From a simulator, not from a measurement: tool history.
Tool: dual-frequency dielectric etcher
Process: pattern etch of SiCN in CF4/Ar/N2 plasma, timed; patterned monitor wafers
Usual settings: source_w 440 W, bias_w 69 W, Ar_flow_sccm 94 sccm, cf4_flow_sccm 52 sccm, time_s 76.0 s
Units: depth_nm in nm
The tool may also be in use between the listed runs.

| run | hour | source_w | bias_w | Ar_flow_sccm | cf4_flow_sccm | time_s | wafers since the last listed run | hours since the last wet clean | hours since the last source power generator calibration | hours since the last bias power generator calibration | hours since the last Ar flow controller change | hours since the last CF4 flow controller change | hours since the last upper electrode change | hours since the gauge calibration | read-back reference wafer on the same gauge, depth_nm | depth_nm |
|---|---|---|---|---|---|---|---|---|---|---|---|---|---|---|---|---|
| 1 | 0.0 | 440 | 69 | 94 | 61 | 76.0 | 0 | 245.4 | 70.5 | 50.4 | 5220.4 | 77.5 | 2164.1 | 883.5 | 66.6 | 63.5 |
|  | 13.5 | Ar flow controller replaced |
| 2 | 14.0 | 440 | 69 | 94 | 61 | 76.0 | 121 | 259.4 | 84.5 | 64.4 | 0.5 | 91.5 | 2178.1 | 897.5 | 66.4 | 63.3 |
|  | 28.4 | gauge calibrated |
| 3 | 47.6 | 420 | 69 | 94 | 52 | 76.0 | 510 | 293.0 | 118.1 | 98.0 | 34.1 | 125.1 | 2211.7 | 19.2 | 66.6 | 58.7 |
| 4 | 77.0 | 440 | 69 | 87 | 52 | 87.0 | 446 | 322.4 | 147.5 | 127.4 | 63.5 | 154.5 | 2241.1 | 48.6 | 66.6 | 72.1 |
| 5 | 110.9 | 440 | 69 | 87 | 52 | 87.0 | 515 | 356.3 | 181.4 | 161.3 | 97.4 | 188.4 | 2275.0 | 82.5 | 66.5 | 71.9 |
| 6 | 123.5 | 480 | 69 | 94 | 52 | 76.0 | 191 | 368.9 | 194.0 | 173.9 | 110.0 | 201.0 | 2287.6 | 95.1 | 66.5 | 66.6 |
| 7 | 156.9 | 480 | 69 | 94 | 52 | 76.0 | 507 | 402.3 | 227.4 | 207.3 | 143.4 | 234.4 | 2321.0 | 128.5 | 66.5 | 67.0 |
| 8 | 178.7 | 440 | 69 | 72 | 44 | 76.0 | 331 | 424.1 | 249.2 | 229.1 | 165.2 | 256.2 | 2342.8 | 150.3 | 66.5 | 64.4 |
| 9 | 193.5 | 500 | 69 | 94 | 52 | 76.0 | 224 | 438.9 | 264.0 | 243.9 | 180.0 | 271.0 | 2357.6 | 165.1 | 66.6 | 69.8 |
|  | 242.7 | upper electrode replaced |
|  | 254.0 | wet clean of the chamber |
| 10 | 254.5 | 440 | 78 | 109 | 59 | 76.0 | 390 | 0.5 | 325.0 | 304.9 | 241.0 | 332.0 | 11.8 | 226.1 | 66.5 | 64.2 |
| 11 | 261.1 | 440 | 81 | 94 | 52 | 76.0 | 100 | 7.1 | 331.6 | 311.5 | 247.6 | 338.6 | 18.4 | 232.7 | 66.5 | 66.9 |
| 12 | 276.0 | 440 | 69 | 94 | 52 | 76.0 | 226 | 22.0 | 346.5 | 326.4 | 262.5 | 353.5 | 33.3 | 247.6 | 66.5 | 63.2 |
| 13 | 297.6 | 510 | 75 | 71 | 62 | 76.0 | 328 | 43.6 | 368.1 | 348.0 | 284.1 | 375.1 | 54.9 | 269.2 | 66.4 | 82.7 |
| 14 | 319.3 | 350 | 69 | 94 | 52 | 76.0 | 329 | 65.3 | 389.8 | 369.7 | 305.8 | 396.8 | 76.6 | 290.9 | 66.6 | 49.3 |
| 15 | 347.9 | 410 | 69 | 94 | 56 | 76.0 | 434 | 93.9 | 418.4 | 398.3 | 334.4 | 425.4 | 105.2 | 319.5 | 66.5 | 59.1 |
| 16 | 379.0 | 340 | 83 | 103 | 52 | 76.0 | 472 | 125.0 | 449.5 | 429.4 | 365.5 | 456.5 | 136.3 | 350.6 | 66.5 | 48.9 |
| 17 | 409.2 | 390 | 59 | 94 | 61 | 76.0 | 458 | 155.2 | 479.7 | 459.6 | 395.7 | 486.7 | 166.5 | 380.8 | 66.6 | 54.6 |
| 18 | 428.0 | 440 | 55 | 94 | 52 | 55.0 | 285 | 174.0 | 498.5 | 478.4 | 414.5 | 505.5 | 185.3 | 399.6 | 66.4 | 42.9 |
| 19 | 451.1 | 440 | 83 | 94 | 52 | 76.0 | 351 | 197.1 | 521.6 | 501.5 | 437.6 | 528.6 | 208.4 | 422.7 | 66.5 | 65.6 |
| 20 | 473.7 | 440 | 69 | 94 | 52 | 76.0 | 343 | 219.7 | 544.2 | 524.1 | 460.2 | 551.2 | 231.0 | 445.3 | 66.5 | 62.3 |
| 21 | 487.5 | 440 | 69 | 94 | 52 | 76.0 | 209 | 233.5 | 558.0 | 537.9 | 474.0 | 565.0 | 244.8 | 459.1 | 66.4 | 61.8 |
| 22 | 514.6 | 440 | 69 | 84 | 64 | 65.5 | 411 | 260.6 | 585.1 | 565.0 | 501.1 | 592.1 | 271.9 | 486.2 | 66.4 | 56.9 |

3 ways to go on from here, each from the tool as it stands after run 22. What would each give?
| A | 515.0 | 440 | 69 | 94 | 52 | 76.0 | 6 | 261.0 | 585.5 | 565.4 | 501.5 | 592.5 | 272.3 | 486.6 | ? | ? |
| B | 515.0 | 440 | 69 | 94 | 46 | 76.0 | 6 | 261.0 | 585.5 | 565.4 | 501.5 | 592.5 | 272.3 | 486.6 | ? | ? |
| C | 515.0 | 440 | 76 | 94 | 52 | 76.0 | 6 | 261.0 | 585.5 | 565.4 | 501.5 | 592.5 | 272.3 | 486.6 | ? | ? |

| run | read-back reference wafer on the same gauge, depth_nm | depth_nm |
|---|---|---|
| A | 66.5 | 62.7 |
| B | 66.5 | 61.8 |
| C | 66.5 | 64.4 |
Without the tool's hidden state the same runs would have given:
| run | depth_nm |
|---|---|
| A | 63.6 |
| B | 62.7 |
| C | 65.3 |

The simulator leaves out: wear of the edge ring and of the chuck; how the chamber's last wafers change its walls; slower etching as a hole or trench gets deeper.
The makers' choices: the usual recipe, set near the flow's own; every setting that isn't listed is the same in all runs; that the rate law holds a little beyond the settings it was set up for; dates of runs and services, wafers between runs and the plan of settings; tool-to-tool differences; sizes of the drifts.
